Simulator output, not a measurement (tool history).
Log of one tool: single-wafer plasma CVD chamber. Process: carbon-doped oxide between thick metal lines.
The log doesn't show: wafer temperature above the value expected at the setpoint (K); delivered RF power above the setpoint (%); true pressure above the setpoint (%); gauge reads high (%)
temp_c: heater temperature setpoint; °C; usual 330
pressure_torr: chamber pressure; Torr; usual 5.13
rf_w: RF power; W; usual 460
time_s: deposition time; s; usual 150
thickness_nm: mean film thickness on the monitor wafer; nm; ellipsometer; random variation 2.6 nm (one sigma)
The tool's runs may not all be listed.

| run | hour | temp_c | pressure_torr | rf_w | time_s | wafers since the last listed run | hours since the last thermocouple change | hours since the last RF generator calibration | hours since the last manometer calibration | hours since the showerhead was replaced | hours since the gauge calibration | read-back reference wafer on the same gauge, thickness_nm | thickness_nm |
|---|---|---|---|---|---|---|---|---|---|---|---|---|---|
| 1 | 0 | 330 | 5.13 | 460 | 150 | 0 | 770.8 | 957.9 | 2447.7 | 4032.7 | 461.1 | 611.995 | 659.293 |
| 2 | 86.8 | 330 | 5.13 | 460 | 150 | 826 | 857.6 | 1044.7 | 2534.5 | 4119.5 | 547.9 | 612.186 | 663.655 |
| 3 | 142.8 | 330 | 6.08 | 460 | 159 | 533 | 913.6 | 1100.7 | 2590.5 | 4175.5 | 603.9 | 612.519 | 717.452 |
| 4 | 246.7 | 330 | 6.08 | 460 | 159 | 989 | 1017.5 | 1204.6 | 2694.4 | 4279.4 | 707.8 | 612.23 | 712.487 |
| 5 | 335 | 341 | 5.13 | 460 | 150 | 840 | 1105.8 | 1292.9 | 2782.7 | 4367.7 | 796.1 | 611.905 | 638.92 |
| 6 | 442 | 320 | 5.13 | 460 | 150 | 1018 | 1212.8 | 1399.9 | 2889.7 | 4474.7 | 903.1 | 611.54 | 687.951 |
| 7 | 509.5 | 320 | 5.13 | 460 | 150 | 642 | 1280.3 | 1467.4 | 2957.2 | 4542.2 | 970.6 | 611.973 | 683.184 |
|  | 577.4 | showerhead replaced |
| 8 | 577.9 | 340 | 5.13 | 460 | 150 | 575 | 1348.7 | 1535.8 | 3025.6 | 0.5 | 1039 | 612.079 | 632.877 |
| 9 | 668.8 | 326 | 5.13 | 460 | 150 | 865 | 1439.6 | 1626.7 | 3116.5 | 91.4 | 1129.9 | 612.389 | 666.628 |
|  | 689.1 | capacitance manometer re-zeroed and calibrated |
| 10 | 707.2 | 326 | 5.13 | 460 | 150 | 289 | 1478 | 1665.1 | 18.1 | 129.8 | 1168.3 | 612.113 | 666.916 |
| 11 | 755.4 | 326 | 5.13 | 460 | 150 | 458 | 1526.2 | 1713.3 | 66.3 | 178 | 1216.5 | 612.004 | 664.707 |
|  | 785.4 | RF generator calibrated |
| 12 | 810.2 | 330 | 5.13 | 460 | 150 | 445 | 1581 | 24.8 | 121.1 | 232.8 | 1271.3 | 611.851 | 644.402 |
| 13 | 876.6 | 330 | 5.13 | 460 | 135 | 632 | 1647.4 | 91.2 | 187.5 | 299.2 | 1337.7 | 611.631 | 575.029 |
| 14 | 968.3 | 330 | 5.13 | 460 | 150 | 873 | 1739.1 | 182.9 | 279.2 | 390.9 | 1429.4 | 612.19 | 637.893 |
| 15 | 1040.2 | 316 | 3.89 | 390 | 169 | 684 | 1811 | 254.8 | 351.1 | 462.8 | 1501.3 | 612.295 | 660.326 |
|  | 1050.7 | thermocouple changed; heater temperature recalibrated |
| 16 | 1133.7 | 334 | 3.86 | 460 | 168 | 814 | 83 | 348.3 | 444.6 | 556.3 | 1594.8 | 611.5 | 677.175 |
|  | 1229.6 | RF generator calibrated, repeated, since the last time left the tool worse |
| 17 | 1230.1 | 335 | 5.13 | 460 | 150 | 841 | 179.4 | 0.5 | 541 | 652.7 | 1691.2 | 611.96 | 659.95 |
| 18 | 1322.2 | 343 | 5.13 | 460 | 166 | 876 | 271.5 | 92.6 | 633.1 | 744.8 | 1783.3 | 612.234 | 715.581 |
| 19 | 1371 | 330 | 5.13 | 505 | 138 | 464 | 320.3 | 141.4 | 681.9 | 793.6 | 1832.1 | 612.259 | 648.983 |
|  | 1385.3 | gauge calibrated |
| 20 | 1429.6 | 330 | 5.71 | 460 | 150 | 557 | 378.9 | 200 | 740.5 | 852.2 | 44.3 | 612.048 | 687.494 |
| 21 | 1516.6 | 330 | 5.13 | 460 | 150 | 828 | 465.9 | 287 | 827.5 | 939.2 | 131.3 | 612.126 | 674.605 |
| 22 | 1574.4 | 339 | 5.58 | 460 | 150 | 550 | 523.7 | 344.8 | 885.3 | 997 | 189.1 | 612.536 | 661.788 |
| 23 | 1627.6 | 321 | 6 | 505 | 166 | 506 | 576.9 | 398 | 938.5 | 1050.2 | 242.3 | 611.848 | 814.514 |
| 24 | 1718.2 | 324 | 6.03 | 460 | 120 | 862 | 667.5 | 488.6 | 1029.1 | 1140.8 | 332.9 | 612.327 | 562.306 |
| 25 | 1763.6 | 330 | 5.13 | 460 | 150 | 432 | 712.9 | 534 | 1074.5 | 1186.2 | 378.3 | 611.919 | 674.66 |
| 26 | 1816.2 | 343 | 3.93 | 460 | 167 | 500 | 765.5 | 586.6 | 1127.1 | 1238.8 | 430.9 | 611.806 | 689.986 |

Forecast each of these 3 alternatives for the next run:
| A | 1816.6 | 315 | 5.13 | 460 | 150 | 3 | 765.9 | 587 | 1127.5 | 1239.2 | 431.3 | ? | ? |
| B | 1816.6 | 330 | 4.26 | 505 | 175 | 3 | 765.9 | 587 | 1127.5 | 1239.2 | 431.3 | ? | ? |
| C | 1816.6 | 320 | 6.1 | 410 | 150 | 3 | 765.9 | 587 | 1127.5 | 1239.2 | 431.3 | ? | ? |

| run | read-back reference wafer on the same gauge, thickness_nm | thickness_nm |
|---|---|---|
| A | 612.135 | 703.662 |
| B | 612.135 | 791.589 |
| C | 612.135 | 659.368 |
Without the tool's hidden state the same runs would have given:
| run | thickness_nm |
|---|---|
| A | 710.002 |
| B | 798.561 |
| C | 666.112 |
